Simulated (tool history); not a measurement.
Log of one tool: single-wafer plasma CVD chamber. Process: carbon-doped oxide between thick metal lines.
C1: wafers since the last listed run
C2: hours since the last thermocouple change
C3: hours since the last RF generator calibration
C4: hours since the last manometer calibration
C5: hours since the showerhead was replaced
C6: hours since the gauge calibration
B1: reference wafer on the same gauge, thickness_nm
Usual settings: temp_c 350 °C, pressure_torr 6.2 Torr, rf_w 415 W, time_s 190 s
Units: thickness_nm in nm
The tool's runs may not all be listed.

{"run": 1, "hour": 0.0, "temp_c": 350, "pressure_torr": 6.2, "rf_w": 415, "time_s": 198, "C1": 0, "C2": 2149, "C3": 560.5, "C4": 778.9, "C5": 3455.8, "C6": 127, "B1": 952.811, "thickness_nm": 838.147}
{"run": 2, "hour": 17.9, "temp_c": 350, "pressure_torr": 6.2, "rf_w": 415, "time_s": 190, "C1": 169, "C2": 2166.9, "C3": 578.4, "C4": 796.8, "C5": 3473.7, "C6": 144.9, "B1": 952.686, "thickness_nm": 798.188}
{"run": 3, "hour": 31.2, "temp_c": 350, "pressure_torr": 5.25, "rf_w": 415, "time_s": 190, "C1": 125, "C2": 2180.2, "C3": 591.7, "C4": 810.1, "C5": 3487, "C6": 158.2, "B1": 955.042, "thickness_nm": 776.949}
{"run": 4, "hour": 39.4, "temp_c": 350, "pressure_torr": 5.25, "rf_w": 415, "time_s": 190, "C1": 77, "C2": 2188.4, "C3": 599.9, "C4": 818.3, "C5": 3495.2, "C6": 166.4, "B1": 953.033, "thickness_nm": 784.532}
{"run": 5, "hour": 47.4, "temp_c": 350, "pressure_torr": 7.28, "rf_w": 415, "time_s": 190, "C1": 75, "C2": 2196.4, "C3": 607.9, "C4": 826.3, "C5": 3503.2, "C6": 174.4, "B1": 951.332, "thickness_nm": 799.384}
{"run": 6, "hour": 59.3, "temp_c": 350, "pressure_torr": 6.2, "rf_w": 415, "time_s": 190, "C1": 112, "C2": 2208.3, "C3": 619.8, "C4": 838.2, "C5": 3515.1, "C6": 186.3, "B1": 953.644, "thickness_nm": 793.284}
{"run": 7, "hour": 71.5, "temp_c": 350, "pressure_torr": 6.2, "rf_w": 415, "time_s": 190, "C1": 115, "C2": 2220.5, "C3": 632, "C4": 850.4, "C5": 3527.3, "C6": 198.5, "B1": 951.187, "thickness_nm": 791.385}
{"run": 8, "hour": 78.1, "temp_c": 350, "pressure_torr": 6.2, "rf_w": 415, "time_s": 190, "C1": 62, "C2": 2227.1, "C3": 638.6, "C4": 857, "C5": 3533.9, "C6": 205.1, "B1": 951.834, "thickness_nm": 784.949}
{"run": 9, "hour": 86.1, "temp_c": 350, "pressure_torr": 6.2, "rf_w": 415, "time_s": 173, "C1": 75, "C2": 2235.1, "C3": 646.6, "C4": 865, "C5": 3541.9, "C6": 213.1, "B1": 952.989, "thickness_nm": 724.409}
{"hour": 100.2, "done": "capacitance manometer re-zeroed and calibrated"}
{"run": 10, "hour": 100.7, "temp_c": 350, "pressure_torr": 6.2, "rf_w": 415, "time_s": 190, "C1": 62, "C2": 2249.7, "C3": 661.2, "C4": 0.5, "C5": 3556.5, "C6": 227.7, "B1": 954.322, "thickness_nm": 793.331}
{"run": 11, "hour": 112.0, "temp_c": 350, "pressure_torr": 6.2, "rf_w": 415, "time_s": 214, "C1": 107, "C2": 2261, "C3": 672.5, "C4": 11.8, "C5": 3567.8, "C6": 239, "B1": 953.587, "thickness_nm": 891.343}
{"run": 12, "hour": 119.1, "temp_c": 350, "pressure_torr": 6.2, "rf_w": 415, "time_s": 220, "C1": 67, "C2": 2268.1, "C3": 679.6, "C4": 18.9, "C5": 3574.9, "C6": 246.1, "B1": 953.394, "thickness_nm": 912.832}
{"run": 13, "hour": 136.9, "temp_c": 336, "pressure_torr": 6.2, "rf_w": 415, "time_s": 225, "C1": 168, "C2": 2285.9, "C3": 697.4, "C4": 36.7, "C5": 3592.7, "C6": 263.9, "B1": 954.2, "thickness_nm": 974.603}
{"run": 14, "hour": 153.9, "temp_c": 350, "pressure_torr": 6.2, "rf_w": 415, "time_s": 220, "C1": 161, "C2": 2302.9, "C3": 714.4, "C4": 53.7, "C5": 3609.7, "C6": 280.9, "B1": 953.957, "thickness_nm": 905.663}
{"run": 15, "hour": 162.4, "temp_c": 350, "pressure_torr": 6.2, "rf_w": 415, "time_s": 190, "C1": 80, "C2": 2311.4, "C3": 722.9, "C4": 62.2, "C5": 3618.2, "C6": 289.4, "B1": 953.531, "thickness_nm": 781.01}
{"run": 16, "hour": 171.1, "temp_c": 350, "pressure_torr": 6.2, "rf_w": 415, "time_s": 218, "C1": 82, "C2": 2320.1, "C3": 731.6, "C4": 70.9, "C5": 3626.9, "C6": 298.1, "B1": 953.547, "thickness_nm": 895.96}
{"hour": 187.4, "done": "gauge calibrated"}
{"hour": 191.4, "done": "thermocouple changed; heater temperature recalibrated"}
{"hour": 195.1, "done": "showerhead replaced, of another model than before"}
{"hour": 200.2, "done": "RF generator calibrated"}
{"run": 17, "hour": 200.7, "temp_c": 341, "pressure_torr": 5.65, "rf_w": 415, "time_s": 160, "C1": 121, "C2": 9.3, "C3": 0.5, "C4": 100.5, "C5": 5.6, "C6": 13.3, "B1": 951.7, "thickness_nm": 707.18}
{"run": 18, "hour": 238.6, "temp_c": 350, "pressure_torr": 6.2, "rf_w": 415, "time_s": 190, "C1": 358, "C2": 47.2, "C3": 38.4, "C4": 138.4, "C5": 43.5, "C6": 51.2, "B1": 952.988, "thickness_nm": 825.661}
{"run": 19, "hour": 250.9, "temp_c": 357, "pressure_torr": 6.2, "rf_w": 350, "time_s": 190, "C1": 116, "C2": 59.5, "C3": 50.7, "C4": 150.7, "C5": 55.8, "C6": 63.5, "B1": 953.429, "thickness_nm": 756.487}
{"run": 20, "hour": 266.2, "temp_c": 345, "pressure_torr": 6.2, "rf_w": 415, "time_s": 190, "C1": 144, "C2": 74.8, "C3": 66, "C4": 166, "C5": 71.1, "C6": 78.8, "B1": 953.432, "thickness_nm": 834.79}

The same runs without the tool's hidden state, with the same run-to-run variation:
The hidden state here: wafer temperature above the value expected at the setpoint (K); delivered RF power above the setpoint (%); true pressure above the setpoint (%); gauge reads high (%).
run=1 thickness_nm=864.443
run=2 thickness_nm=824.562
run=3 thickness_nm=803.614
run=4 thickness_nm=812.088
run=5 thickness_nm=828.099
run=6 thickness_nm=822.738
run=7 thickness_nm=821.77
run=8 thickness_nm=815.634
run=9 thickness_nm=753.347
run=10 thickness_nm=826.287
run=11 thickness_nm=929.494
run=12 thickness_nm=952.639
run=13 thickness_nm=1019.116
run=14 thickness_nm=948.865
run=15 thickness_nm=819.076
run=16 thickness_nm=940.593
run=17 thickness_nm=708.135
run=18 thickness_nm=826.835
run=19 thickness_nm=757.652
run=20 thickness_nm=836.092
